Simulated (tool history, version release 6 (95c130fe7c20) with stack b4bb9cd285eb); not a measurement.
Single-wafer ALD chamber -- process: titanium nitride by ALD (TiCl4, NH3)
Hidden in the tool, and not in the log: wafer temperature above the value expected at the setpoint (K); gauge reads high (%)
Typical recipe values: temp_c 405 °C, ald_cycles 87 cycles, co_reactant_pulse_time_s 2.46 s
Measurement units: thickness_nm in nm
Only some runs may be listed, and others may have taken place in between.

| run | hour | temp_c | ald_cycles | co_reactant_pulse_time_s | wafers since the last listed run | hours since the last thermocouple change | hours since the showerhead was replaced | hours since the gauge calibration | read-back reference wafer on the same gauge, thickness_nm | thickness_nm |
|---|---|---|---|---|---|---|---|---|---|---|
| 1 | 0 | 405 | 87 | 2.46 | 0 | 938.6 | 6282 | 348 | 1.42 | 1.726 |
| 2 | 14.5 | 405 | 87 | 2.46 | 53 | 953.1 | 6296.5 | 362.5 | 1.42 | 1.724 |
| 3 | 31.9 | 405 | 87 | 2.46 | 64 | 970.5 | 6313.9 | 379.9 | 1.42 | 1.715 |
| 4 | 47.5 | 405 | 87 | 2.46 | 57 | 986.1 | 6329.5 | 395.5 | 1.42 | 1.73 |
| 5 | 71.6 | 405 | 87 | 2.46 | 88 | 1010.2 | 6353.6 | 419.6 | 1.419 | 1.731 |
| 6 | 102.7 | 397 | 74 | 2.46 | 114 | 1041.3 | 6384.7 | 450.7 | 1.42 | 1.457 |
| 7 | 115.7 | 397 | 74 | 2.46 | 47 | 1054.3 | 6397.7 | 463.7 | 1.419 | 1.461 |
| 8 | 143.6 | 397 | 74 | 2.46 | 102 | 1082.2 | 6425.6 | 491.6 | 1.42 | 1.453 |
| 9 | 159.5 | 405 | 87 | 2.46 | 58 | 1098.1 | 6441.5 | 507.5 | 1.421 | 1.719 |
| 10 | 187.2 | 405 | 87 | 2.46 | 102 | 1125.8 | 6469.2 | 535.2 | 1.42 | 1.727 |
| 11 | 203.9 | 405 | 87 | 2.46 | 61 | 1142.5 | 6485.9 | 551.9 | 1.42 | 1.718 |
|  | 217.4 | gauge calibrated |
| 12 | 221.9 | 405 | 87 | 2.46 | 66 | 1160.5 | 6503.9 | 4.5 | 1.42 | 1.714 |
| 13 | 246.9 | 410 | 87 | 2.46 | 92 | 1185.5 | 6528.9 | 29.5 | 1.42 | 1.721 |
|  | 261.9 | thermocouple changed; heater temperature recalibrated |
| 14 | 265.3 | 415 | 87 | 3.04 | 38 | 3.4 | 6547.3 | 47.9 | 1.421 | 1.73 |
| 15 | 284.4 | 405 | 87 | 2.46 | 70 | 22.5 | 6566.4 | 67 | 1.42 | 1.727 |
| 16 | 300 | 414 | 104 | 2.81 | 57 | 38.1 | 6582 | 82.6 | 1.419 | 2.078 |
| 17 | 328.4 | 405 | 82 | 2.46 | 104 | 66.5 | 6610.4 | 111 | 1.421 | 1.628 |
| 18 | 346.6 | 394 | 87 | 2.11 | 67 | 84.7 | 6628.6 | 129.2 | 1.42 | 1.702 |
| 19 | 374.6 | 405 | 87 | 2.46 | 103 | 112.7 | 6656.6 | 157.2 | 1.42 | 1.716 |
|  | 393.3 | showerhead replaced |
| 20 | 393.8 | 397 | 87 | 2.11 | 41 | 131.9 | 0.5 | 176.4 | 1.42 | 1.71 |
| 21 | 426.9 | 414 | 104 | 2.81 | 122 | 165 | 33.6 | 209.5 | 1.42 | 2.068 |
| 22 | 461.8 | 416 | 87 | 2.46 | 128 | 199.9 | 68.5 | 244.4 | 1.42 | 1.725 |
| 23 | 483.9 | 405 | 87 | 1.59 | 81 | 222 | 90.6 | 266.5 | 1.42 | 1.694 |
| 24 | 534 | 400 | 71 | 2.07 | 184 | 272.1 | 140.7 | 316.6 | 1.421 | 1.39 |
| 25 | 561.7 | 405 | 87 | 2.46 | 102 | 299.8 | 168.4 | 344.3 | 1.42 | 1.722 |
| 26 | 585.2 | 405 | 87 | 1.62 | 86 | 323.3 | 191.9 | 367.8 | 1.42 | 1.694 |

Forecast each of these 4 alternatives for the next run:
| A | 585.8 | 405 | 87 | 2.46 | 2 | 323.9 | 192.5 | 368.4 | ? | ? |
| B | 585.8 | 393 | 74 | 2.46 | 2 | 323.9 | 192.5 | 368.4 | ? | ? |
| C | 585.8 | 394 | 87 | 2.46 | 2 | 323.9 | 192.5 | 368.4 | ? | ? |
| D | 585.8 | 397 | 97 | 2.46 | 2 | 323.9 | 192.5 | 368.4 | ? | ? |

| run | read-back reference wafer on the same gauge, thickness_nm | thickness_nm |
|---|---|---|
| A | 1.42 | 1.724 |
| B | 1.42 | 1.457 |
| C | 1.42 | 1.714 |
| D | 1.42 | 1.915 |
The same runs, with their run-to-run variation unchanged, on a tool lacking any hidden condition would have given:
| run | thickness_nm |
|---|---|
| A | 1.724 |
| B | 1.457 |
| C | 1.714 |
| D | 1.915 |
